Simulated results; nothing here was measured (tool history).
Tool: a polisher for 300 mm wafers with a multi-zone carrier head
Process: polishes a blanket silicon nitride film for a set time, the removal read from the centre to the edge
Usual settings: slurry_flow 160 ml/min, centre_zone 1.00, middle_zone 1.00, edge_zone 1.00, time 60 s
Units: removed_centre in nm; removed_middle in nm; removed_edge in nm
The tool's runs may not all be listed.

run   hour  slurry_flow  centre_zone  middle_zone  edge_zone  time  incoming thickness of the incoming film, nm  removed_centre  removed_middle  removed_edge
  1    0.0          160         1.00         1.00       1.00    73                                        951.0           111.2           125.8         127.5
  2   15.0          160         1.00         1.00       1.00    73                                        944.5           110.1           124.9         128.1
  3   29.8          160         1.00         1.00       1.00    67                                        942.1           101.4           114.6         116.9
      51.6  -- worn pad replaced by a new one
  4   54.1          160         0.95         0.93       1.00    75                                        950.4           111.2           122.1         131.3
  5   81.0          160         1.00         1.00       0.96    60                                        960.4            91.8           103.4         104.1
     104.6  -- carrier head's membrane replaced by a new one
  6  116.3          135         1.00         1.00       1.00    60                                        954.3            90.1           100.5         102.2
     131.2  -- centre zone pressure recalibrated
  7  149.4          160         1.00         0.91       1.09    60                                        970.5           102.8            96.0         108.7
  8  178.0          160         1.00         1.00       0.93    75                                        931.1           130.5           129.7         128.4
  9  202.0          160         1.00         1.00       1.00    60                                        932.6           103.6           103.0         106.5
     220.2  -- worn pad replaced by a new one
 10  232.4          160         1.00         1.00       1.00    47                                        935.1            81.9            80.2          82.2

Forecast run 11:
 11  263.5          160         1.00         1.00       1.00    60                                        950.5               ?               ?             ?

removed_centre: 102.5 nm
removed_middle: 103.4 nm
removed_edge: 104.8 nm
Without the tool's hidden state the same run would have given removed_centre 103.7 nm, removed_middle 103.4 nm, removed_edge 104.8 nm.
